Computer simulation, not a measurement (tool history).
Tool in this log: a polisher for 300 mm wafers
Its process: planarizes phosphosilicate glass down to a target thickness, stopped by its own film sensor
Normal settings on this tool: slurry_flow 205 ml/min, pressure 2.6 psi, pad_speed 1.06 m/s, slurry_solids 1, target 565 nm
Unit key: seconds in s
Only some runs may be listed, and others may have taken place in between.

| run | day | slurry_flow | pressure | pad_speed | slurry_solids | target | incoming thickness of the incoming film, nm | seconds |
|---|---|---|---|---|---|---|---|---|
| 1 | 0 | 205 | 2.3 | 1.06 | 1 | 565 | 1183.8 | 88.9 |
| 2 | 2.533 | 205 | 2.6 | 1.06 | 1 | 565 | 1178.9 | 80.6 |
| 3 | 5.833 | 205 | 2.6 | 1.06 | 1 | 565 | 1187.1 | 82.7 |
| 4 | 8.608 | 205 | 2.6 | 1.06 | 1 | 565 | 1190.2 | 84.1 |
| 5 | 12.058 | 205 | 2.6 | 0.88 | 1 | 565 | 1207 | 101.8 |
| 6 | 14.804 | 205 | 2.6 | 1.06 | 1 | 565 | 1195.6 | 80.3 |
| 7 | 18.325 | 205 | 2.6 | 1.06 | 1 | 565 | 1209 | 85.3 |
| 8 | 27.238 | 205 | 2.6 | 1.06 | 1 | 565 | 1179.9 | 77.9 |
| 9 | 31.325 | 205 | 2.6 | 1.06 | 1 | 565 | 1193.7 | 82.8 |
| 10 | 34.858 | 205 | 2.6 | 1.06 | 1 | 565 | 1207.4 | 86.8 |
| 11 | 37.638 | 205 | 2.6 | 0.94 | 1 | 565 | 1187.7 | 90.5 |
| 12 | 41.329 | 250 | 2.6 | 0.84 | 1 | 565 | 1174.6 | 84.1 |
| 13 | 42.954 | 175 | 2.6 | 1.06 | 1 | 565 | 1192.2 | 84.9 |
| 14 | 46.433 | 160 | 2.6 | 1.06 | 0.85 | 647 | 1184 | 85.2 |
| 15 | 50.296 | 205 | 2.6 | 1.06 | 1 | 565 | 1196.8 | 86.7 |
| 16 | 52.146 | 205 | 2.6 | 1.06 | 1 | 565 | 1209.7 | 89.6 |
| 17 | 55.388 | 205 | 2.6 | 0.78 | 1 | 565 | 1189.9 | 101 |
| 18 | 59.821 | 260 | 2.6 | 1.06 | 1 | 701 | 1211.7 | 63.1 |
| 19 | 64.021 | 205 | 2.6 | 1.06 | 1 | 565 | 1203.4 | 84.7 |
| 20 | 67.054 | 140 | 2.6 | 1.06 | 1.15 | 565 | 1199.9 | 86.8 |
| 21 | 70.408 | 145 | 2.1 | 0.72 | 1 | 735 | 1201.8 | 94.5 |

Between the runs listed above, the log contained 21 entries, not reproduced here. Where in the sequence does each belong, and how does what the log doesn't record of the tool's condition differ from the listed run before to the listed run after?
In the gap between runs 2 and 3: head pressure recalibrated (day 5.171)
  time polished since the conditioner stopped cutting, s: 77.9 -> 129
  what was measured, less what the result would be without the hidden state, seconds: +3.2 -> +5.2 s
In the gap between runs 3 and 4: worn pad replaced by a new one (day 6.467); slurry nozzle cleaned (day 7.929)
  time polished since the conditioner stopped cutting, s: 129 -> 171
  what was measured, less what the result would be without the hidden state, seconds: +5.2 -> +6.9 s
In the gap between runs 5 and 6: conditioning disc replaced and pad reconditioned (day 13.05); slurry blender recalibrated (day 13.454)
  time polished since the conditioner stopped cutting, s: 224 -> 39.2
  what was measured, less what the result would be without the hidden state, seconds: +9.1 -> +1.7 s
In the gap between runs 7 and 8: worn pad replaced by a new one, of another model than before (day 22.062); head pressure recalibrated (day 23.167); slurry nozzle cleaned (day 25.742); conditioning disc replaced and pad reconditioned (day 26.483)
  time polished since the conditioner stopped cutting, s: 93.2 -> 23.9
  what was measured, less what the result would be without the hidden state, seconds: +4 -> +1 s
In the gap between runs 9 and 10: slurry blender recalibrated (day 31.95)
  time polished since the conditioner stopped cutting, s: 86.7 -> 141
  what was measured, less what the result would be without the hidden state, seconds: +3.7 -> +6 s
In the gap between runs 10 and 11: worn pad replaced by a new one (day 37.617)
  time polished since the conditioner stopped cutting, s: 141 -> 184
  what was measured, less what the result would be without the hidden state, seconds: +6 -> +7.4 s
In the gap between runs 11 and 12: conditioning disc replaced and pad reconditioned (day 41.004)
  time polished since the conditioner stopped cutting, s: 184 -> 25.2
  what was measured, less what the result would be without the hidden state, seconds: +7.4 -> +1 s
In the gap between runs 12 and 13: slurry nozzle cleaned (day 42.4)
  time polished since the conditioner stopped cutting, s: 25.2 -> 50.2
  what was measured, less what the result would be without the hidden state, seconds: +1 -> +2.3 s
In the gap between runs 14 and 15: head pressure recalibrated (day 47.017)
  time polished since the conditioner stopped cutting, s: 104 -> 163
  what was measured, less what the result would be without the hidden state, seconds: +4.5 -> +6.8 s
In the gap between runs 15 and 16: slurry blender recalibrated (day 50.975)
  time polished since the conditioner stopped cutting, s: 163 -> 191
  what was measured, less what the result would be without the hidden state, seconds: +6.8 -> +8.1 s
In the gap between runs 16 and 17: worn pad replaced by a new one (day 53.354)
  time polished since the conditioner stopped cutting, s: 191 -> 241
  what was measured, less what the result would be without the hidden state, seconds: +8.1 -> +9.7 s
In the gap between runs 17 and 18: conditioning disc replaced and pad reconditioned (day 57.492)
  time polished since the conditioner stopped cutting, s: 241 -> 43.1
  what was measured, less what the result would be without the hidden state, seconds: +9.7 -> +1.4 s
In the gap between runs 18 and 19: slurry nozzle cleaned (day 60.342)
  time polished since the conditioner stopped cutting, s: 43.1 -> 108
  what was measured, less what the result would be without the hidden state, seconds: +1.4 -> +4.5 s
In the gap between runs 19 and 20: slurry blender recalibrated (day 67.033)
  time polished since the conditioner stopped cutting, s: 108 -> 154
  what was measured, less what the result would be without the hidden state, seconds: +4.5 -> +6.5 s
In the gap between runs 20 and 21: worn pad replaced by a new one (day 67.654); head pressure recalibrated (day 68.142)
  time polished since the conditioner stopped cutting, s: 154 -> 206
  what was measured, less what the result would be without the hidden state, seconds: +6.5 -> +7 s

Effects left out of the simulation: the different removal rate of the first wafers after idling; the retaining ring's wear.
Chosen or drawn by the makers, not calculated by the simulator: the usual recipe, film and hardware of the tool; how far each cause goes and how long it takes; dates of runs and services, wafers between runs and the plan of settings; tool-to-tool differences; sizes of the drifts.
